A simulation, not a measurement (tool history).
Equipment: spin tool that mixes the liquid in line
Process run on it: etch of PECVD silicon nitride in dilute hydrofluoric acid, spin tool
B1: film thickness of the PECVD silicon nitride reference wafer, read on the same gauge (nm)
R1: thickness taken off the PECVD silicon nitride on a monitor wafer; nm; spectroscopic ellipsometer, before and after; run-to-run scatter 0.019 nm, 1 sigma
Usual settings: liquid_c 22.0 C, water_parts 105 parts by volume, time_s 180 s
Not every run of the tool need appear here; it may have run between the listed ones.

Run 1, day 0.000: usual settings; B1 80.023. Result: R1 4.090 nm.
Run 2, day 0.696: usual settings; B1 80.009. Result: R1 4.090 nm.
Run 3, day 1.100: usual settings; B1 79.983. Result: R1 4.121 nm.
Run 4, day 1.533: usual settings but time_s 105 s; B1 80.011. Result: R1 2.418 nm.
Run 5, day 1.967: usual settings but time_s 105 s; B1 80.011. Result: R1 2.397 nm.
Run 6, day 2.579: usual settings; B1 80.005. Result: R1 4.118 nm.
Run 7, day 2.958: usual settings; B1 80.017. Result: R1 4.141 nm.
Run 8, day 3.212: usual settings; B1 80.014. Result: R1 4.071 nm.
Run 9, day 3.621: usual settings but time_s 100 s; B1 79.995. Result: R1 2.300 nm.
Run 10, day 4.108: usual settings; B1 80.012. Result: R1 4.132 nm.
Run 11, day 5.408: usual settings; B1 79.997. Result: R1 4.140 nm.
Run 12, day 5.712: usual settings; B1 79.976. Result: R1 4.189 nm.
Run 13, day 6.138: usual settings but liquid_c 19.0 C, water_parts 120 parts by volume, time_s 145 s; B1 79.994. Result: R1 2.398 nm.
Run 14, day 8.296: usual settings but liquid_c 25.0 C, water_parts 150 parts by volume; B1 80.013. Result: R1 3.556 nm.
Run 15, day 8.571: usual settings but water_parts 55 parts by volume; B1 80.006. Result: R1 7.878 nm.
At day 8.700: gauge calibrated.
Run 16, day 9.054: usual settings but liquid_c 24.0 C, water_parts 125 parts by volume, time_s 270 s; B1 80.026. Result: R1 5.969 nm.
At day 9.354: thermometer replaced.
Run 17, day 9.546: usual settings; B1 79.997. Result: R1 4.170 nm.
At day 9.612: hydrofluoric acid flow meter replaced.
Run 18, day 10.179: usual settings but liquid_c 24.5 C, water_parts 75 parts by volume, time_s 110 s; B1 80.009. Result: R1 3.771 nm.
Run 19, day 10.496: usual settings but liquid_c 18.0 C, water_parts 140 parts by volume, time_s 255 s; B1 79.991. Result: R1 3.060 nm.
Run 20, day 11.096: usual settings but water_parts 155 parts by volume; B1 80.006. Result: R1 2.554 nm.
Run 21, day 12.088: usual settings but liquid_c 19.5 C, water_parts 145 parts by volume, time_s 75 s; B1 79.991. Result: R1 0.967 nm.
Run 22, day 12.767: usual settings but time_s 125 s; B1 80.011. Result: R1 2.609 nm.

Below are 4 alternative next runs, each starting from the tool's condition after run 22. Predict each:
Run A, day 12.788: usual settings; B1 ?. Result: R1 ?.
Run B, day 12.788: usual settings but liquid_c 17.0 C, water_parts 85 parts by volume, time_s 240 s; B1 ?. Result: R1 ?.
Run C, day 12.788: usual settings but liquid_c 26.0 C, water_parts 140 parts by volume; B1 ?. Result: R1 ?.
Run D, day 12.788: usual settings but time_s 70 s; B1 ?. Result: R1 ?.

run      B1     R1
  A  80.015  3.765
  B  80.015  4.378
  C  80.015  3.679
  D  80.015  1.464
Without the tool's unlogged condition, the same runs would have read:
run     R1
  A  3.693
  B  4.296
  C  3.608
  D  1.436
